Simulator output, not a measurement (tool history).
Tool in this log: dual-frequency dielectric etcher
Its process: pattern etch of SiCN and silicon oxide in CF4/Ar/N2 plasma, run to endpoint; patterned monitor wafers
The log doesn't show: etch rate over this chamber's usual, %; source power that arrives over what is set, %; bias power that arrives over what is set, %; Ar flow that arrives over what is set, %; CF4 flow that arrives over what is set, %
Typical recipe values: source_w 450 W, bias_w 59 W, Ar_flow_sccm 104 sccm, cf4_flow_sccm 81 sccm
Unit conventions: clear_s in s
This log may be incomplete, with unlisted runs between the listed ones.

run   hour  source_w  bias_w  Ar_flow_sccm  cf4_flow_sccm  wafers since the last listed run  hours since the last wet clean  hours since the last source power generator calibration  hours since the last bias power generator calibration  hours since the last Ar flow controller change  hours since the last CF4 flow controller change  hours since the last upper electrode change  incoming incoming film thickness, nm  clear_s
  1    0.0       450      59           104             81                                 0                            40.1                                                   4352.5                                                 2631.5                                          2157.2                                           5156.1                                       2432.6                                 10.17     12.1
  2   44.3       450      59           104             81                               636                            84.4                                                   4396.8                                                 2675.8                                          2201.5                                           5200.4                                       2476.9                                 10.16     12.1
  3  110.4       450      59           104             81                               950                           150.5                                                   4462.9                                                 2741.9                                          2267.6                                           5266.5                                       2543.0                                 10.24     12.2
  4  136.3       450      59            95             81                               372                           176.4                                                   4488.8                                                 2767.8                                          2293.5                                           5292.4                                       2568.9                                 10.18     12.0
  5  173.1       450      59            95             81                               529                           213.2                                                   4525.6                                                 2804.6                                          2330.3                                           5329.2                                       2605.7                                 10.29     12.2
  6  223.1       450      59           104             81                               718                           263.2                                                   4575.6                                                 2854.6                                          2380.3                                           5379.2                                       2655.7                                 10.27     12.2
  7  267.9       450      59           104             81                               644                           308.0                                                   4620.4                                                 2899.4                                          2425.1                                           5424.0                                       2700.5                                 10.23     12.2
  8  331.2       450      59           122             81                               910                           371.3                                                   4683.7                                                 2962.7                                          2488.4                                           5487.3                                       2763.8                                 10.15     12.5
     403.6  -- upper electrode replaced
  9  404.1       450      71           104             81                               703                           444.2                                                   4756.6                                                 3035.6                                          2561.3                                           5560.2                                          0.5                                 10.33     11.8

Run 10 is up next; what results do you expect?
     458.8  -- wet clean of the chamber
 10  459.3       530      45           112             68                               448                             0.5                                                   4811.8                                                 3090.8                                          2616.5                                           5615.4                                         55.7                                 10.13        ?

clear_s: 12.0 s
The same run, on a tool lacking any hidden state, would have yielded clear_s 12.0 s.

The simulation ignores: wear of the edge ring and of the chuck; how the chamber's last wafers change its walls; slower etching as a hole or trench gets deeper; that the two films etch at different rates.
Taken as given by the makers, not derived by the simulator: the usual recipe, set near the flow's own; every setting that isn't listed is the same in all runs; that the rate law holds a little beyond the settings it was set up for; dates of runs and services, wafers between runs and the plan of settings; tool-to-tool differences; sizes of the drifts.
